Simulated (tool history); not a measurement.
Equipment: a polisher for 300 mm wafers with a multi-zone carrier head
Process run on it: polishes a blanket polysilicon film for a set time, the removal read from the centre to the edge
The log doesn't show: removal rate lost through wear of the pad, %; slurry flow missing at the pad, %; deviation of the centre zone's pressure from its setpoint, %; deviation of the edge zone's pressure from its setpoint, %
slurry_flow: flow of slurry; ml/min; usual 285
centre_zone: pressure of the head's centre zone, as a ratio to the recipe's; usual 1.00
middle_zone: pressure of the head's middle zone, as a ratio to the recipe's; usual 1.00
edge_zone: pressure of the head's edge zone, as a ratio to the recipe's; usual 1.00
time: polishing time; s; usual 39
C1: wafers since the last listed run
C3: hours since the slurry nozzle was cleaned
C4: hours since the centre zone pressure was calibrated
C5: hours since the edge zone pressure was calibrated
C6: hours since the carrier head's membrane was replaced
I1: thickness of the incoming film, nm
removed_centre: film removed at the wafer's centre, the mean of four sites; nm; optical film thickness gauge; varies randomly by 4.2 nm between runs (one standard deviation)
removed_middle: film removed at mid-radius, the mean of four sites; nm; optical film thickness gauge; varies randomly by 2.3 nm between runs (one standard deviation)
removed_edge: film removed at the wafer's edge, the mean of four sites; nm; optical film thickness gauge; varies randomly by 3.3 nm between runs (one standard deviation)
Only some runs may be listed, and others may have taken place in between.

{"run": 1, "hour": 0.0, "slurry_flow": 285, "centre_zone": 1.0, "middle_zone": 1.0, "edge_zone": 1.0, "time": 39, "C1": 0, "wafers polished on this pad": 470, "C3": 332.4, "C4": 111.5, "C5": 7.0, "C6": 184.6, "I1": 1654.8, "removed_centre": 296.3, "removed_middle": 291.8, "removed_edge": 302.8}
{"run": 2, "hour": 74.1, "slurry_flow": 285, "centre_zone": 1.0, "middle_zone": 1.0, "edge_zone": 1.0, "time": 39, "C1": 789, "wafers polished on this pad": 1259, "C3": 406.5, "C4": 185.6, "C5": 81.1, "C6": 258.7, "I1": 1657.0, "removed_centre": 294.0, "removed_middle": 294.4, "removed_edge": 305.8}
{"run": 3, "hour": 159.4, "slurry_flow": 285, "centre_zone": 1.0, "middle_zone": 1.0, "edge_zone": 1.0, "time": 39, "C1": 908, "wafers polished on this pad": 2167, "C3": 491.8, "C4": 270.9, "C5": 166.4, "C6": 344.0, "I1": 1672.5, "removed_centre": 294.0, "removed_middle": 292.7, "removed_edge": 306.1}
{"run": 4, "hour": 237.4, "slurry_flow": 285, "centre_zone": 1.03, "middle_zone": 1.0, "edge_zone": 1.0, "time": 44, "C1": 830, "wafers polished on this pad": 2998, "C3": 569.8, "C4": 348.9, "C5": 244.4, "C6": 422.0, "I1": 1633.7, "removed_centre": 324.8, "removed_middle": 319.3, "removed_edge": 331.4}
{"hour": 270.0, "done": "centre zone pressure recalibrated"}
{"hour": 297.0, "done": "slurry nozzle cleaned"}
{"run": 5, "hour": 312.8, "slurry_flow": 285, "centre_zone": 1.03, "middle_zone": 1.0, "edge_zone": 1.0, "time": 44, "C1": 771, "wafers polished on this pad": 3769, "C3": 15.8, "C4": 42.8, "C5": 319.8, "C6": 497.4, "I1": 1665.6, "removed_centre": 355.1, "removed_middle": 340.1, "removed_edge": 350.1}
{"hour": 347.7, "done": "worn pad replaced by a new one"}
{"run": 6, "hour": 415.2, "slurry_flow": 285, "centre_zone": 1.03, "middle_zone": 1.0, "edge_zone": 1.0, "time": 44, "C1": 1047, "wafers polished on this pad": 718, "C3": 118.2, "C4": 145.2, "C5": 422.2, "C6": 599.8, "I1": 1657.5, "removed_centre": 358.0, "removed_middle": 339.6, "removed_edge": 348.9}
{"run": 7, "hour": 506.5, "slurry_flow": 285, "centre_zone": 1.0, "middle_zone": 1.0, "edge_zone": 1.0, "time": 39, "C1": 972, "wafers polished on this pad": 1691, "C3": 209.5, "C4": 236.5, "C5": 513.5, "C6": 691.1, "I1": 1678.5, "removed_centre": 294.6, "removed_middle": 294.3, "removed_edge": 316.4}
{"run": 8, "hour": 545.2, "slurry_flow": 285, "centre_zone": 1.0, "middle_zone": 1.0, "edge_zone": 1.0, "time": 39, "C1": 412, "wafers polished on this pad": 2103, "C3": 248.2, "C4": 275.2, "C5": 552.2, "C6": 729.8, "I1": 1673.5, "removed_centre": 294.7, "removed_middle": 296.9, "removed_edge": 315.8}
{"hour": 608.4, "done": "centre zone pressure recalibrated"}
{"run": 9, "hour": 655.2, "slurry_flow": 285, "centre_zone": 1.0, "middle_zone": 1.0, "edge_zone": 1.0, "time": 39, "C1": 1150, "wafers polished on this pad": 3253, "C3": 358.2, "C4": 46.8, "C5": 662.2, "C6": 839.8, "I1": 1632.3, "removed_centre": 297.7, "removed_middle": 293.5, "removed_edge": 303.6}
{"hour": 663.7, "done": "worn pad replaced by a new one"}
{"run": 10, "hour": 704.8, "slurry_flow": 285, "centre_zone": 1.0, "middle_zone": 1.0, "edge_zone": 1.0, "time": 39, "C1": 485, "wafers polished on this pad": 437, "C3": 407.8, "C4": 96.4, "C5": 711.8, "C6": 889.4, "I1": 1677.0, "removed_centre": 290.9, "removed_middle": 288.8, "removed_edge": 305.1}
{"hour": 779.0, "done": "slurry nozzle cleaned"}
{"run": 11, "hour": 801.5, "slurry_flow": 285, "centre_zone": 1.06, "middle_zone": 1.06, "edge_zone": 0.89, "time": 27, "C1": 1019, "wafers polished on this pad": 1456, "C3": 22.5, "C4": 193.1, "C5": 808.5, "C6": 986.1, "I1": 1680.0, "removed_centre": 224.2, "removed_middle": 214.8, "removed_edge": 203.0}
{"run": 12, "hour": 859.4, "slurry_flow": 350, "centre_zone": 1.0, "middle_zone": 1.11, "edge_zone": 1.09, "time": 33, "C1": 616, "wafers polished on this pad": 2073, "C3": 80.4, "C4": 251.0, "C5": 866.4, "C6": 1044.0, "I1": 1678.6, "removed_centre": 263.7, "removed_middle": 282.8, "removed_edge": 277.3}
{"run": 13, "hour": 908.2, "slurry_flow": 285, "centre_zone": 1.0, "middle_zone": 1.0, "edge_zone": 0.92, "time": 39, "C1": 519, "wafers polished on this pad": 2593, "C3": 129.2, "C4": 299.8, "C5": 915.2, "C6": 1092.8, "I1": 1650.9, "removed_centre": 301.1, "removed_middle": 299.5, "removed_edge": 297.8}
{"hour": 974.9, "done": "centre zone pressure recalibrated"}
{"hour": 984.3, "done": "worn pad replaced by a new one"}
{"run": 14, "hour": 997.7, "slurry_flow": 285, "centre_zone": 1.0, "middle_zone": 1.0, "edge_zone": 1.0, "time": 39, "C1": 889, "wafers polished on this pad": 142, "C3": 218.7, "C4": 22.8, "C5": 1004.7, "C6": 1182.3, "I1": 1672.5, "removed_centre": 303.9, "removed_middle": 296.0, "removed_edge": 314.5}
{"run": 15, "hour": 1043.4, "slurry_flow": 285, "centre_zone": 1.0, "middle_zone": 1.0, "edge_zone": 1.0, "time": 33, "C1": 486, "wafers polished on this pad": 629, "C3": 264.4, "C4": 68.5, "C5": 1050.4, "C6": 1228.0, "I1": 1671.8, "removed_centre": 251.5, "removed_middle": 252.3, "removed_edge": 262.2}
{"run": 16, "hour": 1093.8, "slurry_flow": 350, "centre_zone": 1.0, "middle_zone": 1.0, "edge_zone": 1.0, "time": 39, "C1": 536, "wafers polished on this pad": 1165, "C3": 314.8, "C4": 118.9, "C5": 1100.8, "C6": 1278.4, "I1": 1648.1, "removed_centre": 297.3, "removed_middle": 303.8, "removed_edge": 307.2}
{"hour": 1113.6, "done": "carrier head's membrane replaced by a new one"}
{"hour": 1293.4, "done": "edge zone pressure recalibrated"}
{"hour": 1344.2, "done": "slurry nozzle cleaned"}
{"hour": 1351.0, "done": "centre zone pressure recalibrated"}
{"hour": 1365.0, "done": "worn pad replaced by a new one"}
{"run": 17, "hour": 1365.5, "slurry_flow": 285, "centre_zone": 1.0, "middle_zone": 1.0, "edge_zone": 1.0, "time": 39, "C1": 2744, "wafers polished on this pad": 5, "C3": 21.3, "C4": 14.5, "C5": 72.1, "C6": 251.9, "I1": 1697.0, "removed_centre": 304.3, "removed_middle": 301.4, "removed_edge": 311.8}
{"run": 18, "hour": 1457.7, "slurry_flow": 285, "centre_zone": 1.0, "middle_zone": 1.0, "edge_zone": 1.0, "time": 39, "C1": 981, "wafers polished on this pad": 987, "C3": 113.5, "C4": 106.7, "C5": 164.3, "C6": 344.1, "I1": 1695.1, "removed_centre": 310.0, "removed_middle": 304.4, "removed_edge": 308.4}
{"run": 19, "hour": 1531.9, "slurry_flow": 285, "centre_zone": 1.0, "middle_zone": 1.03, "edge_zone": 1.0, "time": 49, "C1": 790, "wafers polished on this pad": 1777, "C3": 187.7, "C4": 180.9, "C5": 238.5, "C6": 418.3, "I1": 1668.8, "removed_centre": 391.9, "removed_middle": 381.1, "removed_edge": 387.7}
{"run": 20, "hour": 1570.7, "slurry_flow": 245, "centre_zone": 1.04, "middle_zone": 0.9, "edge_zone": 0.9, "time": 39, "C1": 413, "wafers polished on this pad": 2191, "C3": 226.5, "C4": 219.7, "C5": 277.3, "C6": 457.1, "I1": 1671.0, "removed_centre": 312.9, "removed_middle": 270.2, "removed_edge": 292.8}
{"hour": 1645.9, "done": "centre zone pressure recalibrated"}
{"run": 21, "hour": 1664.6, "slurry_flow": 285, "centre_zone": 1.0, "middle_zone": 1.0, "edge_zone": 1.0, "time": 39, "C1": 978, "wafers polished on this pad": 3169, "C3": 320.4, "C4": 18.7, "C5": 371.2, "C6": 551.0, "I1": 1698.0, "removed_centre": 301.6, "removed_middle": 294.1, "removed_edge": 307.3}

Below are 5 alternative next runs, each starting from the tool's condition after run 21. Predict each:
{"run": "A", "hour": 1665.0, "slurry_flow": 285, "centre_zone": 1.0, "middle_zone": 1.0, "edge_zone": 0.9, "time": 39, "C1": 4, "wafers polished on this pad": 3174, "C3": 320.8, "C4": 19.1, "C5": 371.6, "C6": 551.4, "I1": 1644.0, "removed_centre": "?", "removed_middle": "?", "removed_edge": "?"}
{"run": "B", "hour": 1665.0, "slurry_flow": 245, "centre_zone": 1.0, "middle_zone": 0.9, "edge_zone": 1.0, "time": 28, "C1": 4, "wafers polished on this pad": 3174, "C3": 320.8, "C4": 19.1, "C5": 371.6, "C6": 551.4, "I1": 1644.0, "removed_centre": "?", "removed_middle": "?", "removed_edge": "?"}
{"run": "C", "hour": 1665.0, "slurry_flow": 255, "centre_zone": 1.0, "middle_zone": 1.0, "edge_zone": 1.0, "time": 39, "C1": 4, "wafers polished on this pad": 3174, "C3": 320.8, "C4": 19.1, "C5": 371.6, "C6": 551.4, "I1": 1644.0, "removed_centre": "?", "removed_middle": "?", "removed_edge": "?"}
{"run": "D", "hour": 1665.0, "slurry_flow": 220, "centre_zone": 1.0, "middle_zone": 0.9, "edge_zone": 1.0, "time": 39, "C1": 4, "wafers polished on this pad": 3174, "C3": 320.8, "C4": 19.1, "C5": 371.6, "C6": 551.4, "I1": 1644.0, "removed_centre": "?", "removed_middle": "?", "removed_edge": "?"}
{"run": "E", "hour": 1665.0, "slurry_flow": 285, "centre_zone": 1.0, "middle_zone": 1.0, "edge_zone": 0.94, "time": 35, "C1": 4, "wafers polished on this pad": 3174, "C3": 320.8, "C4": 19.1, "C5": 371.6, "C6": 551.4, "I1": 1644.0, "removed_centre": "?", "removed_middle": "?", "removed_edge": "?"}

run=A removed_centre=301.5 removed_middle=300.2 removed_edge=294.4
run=B removed_centre=212.2 removed_middle=193.9 removed_edge=219.5
run=C removed_centre=297.4 removed_middle=296.4 removed_edge=306.5
run=D removed_centre=291.2 removed_middle=266.5 removed_edge=302.7
run=E removed_centre=270.6 removed_middle=269.4 removed_edge=269.6
The same runs, with their run-to-run variation unchanged, on a tool lacking any hidden condition would have given:
run=A removed_centre=306.4 removed_middle=304.7 removed_edge=297.7
run=B removed_centre=216.2 removed_middle=197.2 removed_edge=222.4
run=C removed_centre=302.8 removed_middle=301.3 removed_edge=310.3
run=D removed_centre=297.2 removed_middle=271.5 removed_edge=307.0
run=E removed_centre=275.0 removed_middle=273.4 removed_edge=272.6
